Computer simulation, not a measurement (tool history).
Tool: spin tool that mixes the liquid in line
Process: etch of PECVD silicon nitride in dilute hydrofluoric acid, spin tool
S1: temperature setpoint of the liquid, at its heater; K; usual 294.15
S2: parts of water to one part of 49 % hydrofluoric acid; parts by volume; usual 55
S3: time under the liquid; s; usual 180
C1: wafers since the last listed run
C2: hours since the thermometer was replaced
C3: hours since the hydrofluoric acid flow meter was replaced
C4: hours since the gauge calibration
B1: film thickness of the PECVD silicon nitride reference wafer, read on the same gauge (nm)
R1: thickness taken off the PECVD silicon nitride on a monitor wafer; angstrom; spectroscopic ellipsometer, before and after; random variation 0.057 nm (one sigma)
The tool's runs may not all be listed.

run	day	S1	S2	S3	C1	C2	C3	C4	B1	R1
1	0	294.15	55	180	0	2081.7	1352.6	115	50.49	85.5
2	0.721	294.15	55	180	183	2099	1369.9	132.3	50.52	85.1
3	1.992	294.15	55	180	323	2129.5	1400.4	162.8	50.63	85.4
4	2.55	294.15	55	180	142	2142.9	1413.8	176.2	50.68	85.5
5	5.258	294.15	55	180	689	2207.9	1478.8	241.2	50.82	85.8
6	6.275	294.15	55	180	258	2232.3	1503.2	265.6	50.91	86.2
7	7.142	294.15	55	180	220	2253.1	1524	286.4	50.92	86.8
8	7.875	294.15	55	180	186	2270.7	1541.6	304	50.92	86.3
9	9.317	294.15	55	180	367	2305.3	1576.2	338.6	51	86.3
# day 10.467: thermometer replaced
10	10.704	294.15	55	180	342	5.7	1609.5	371.9	51.05	85.3
11	11.742	296.65	55	180	264	30.6	1634.4	396.8	51.04	102.5

The next listed run, before its measurement:
12	12.817	294.15	55	245	273	56.4	1660.2	422.6	?	?

Run 12 gave B1 51.08, R1 118.1 angstrom.
Without the tool's hidden state the same run would have given R1 115.6 angstrom.

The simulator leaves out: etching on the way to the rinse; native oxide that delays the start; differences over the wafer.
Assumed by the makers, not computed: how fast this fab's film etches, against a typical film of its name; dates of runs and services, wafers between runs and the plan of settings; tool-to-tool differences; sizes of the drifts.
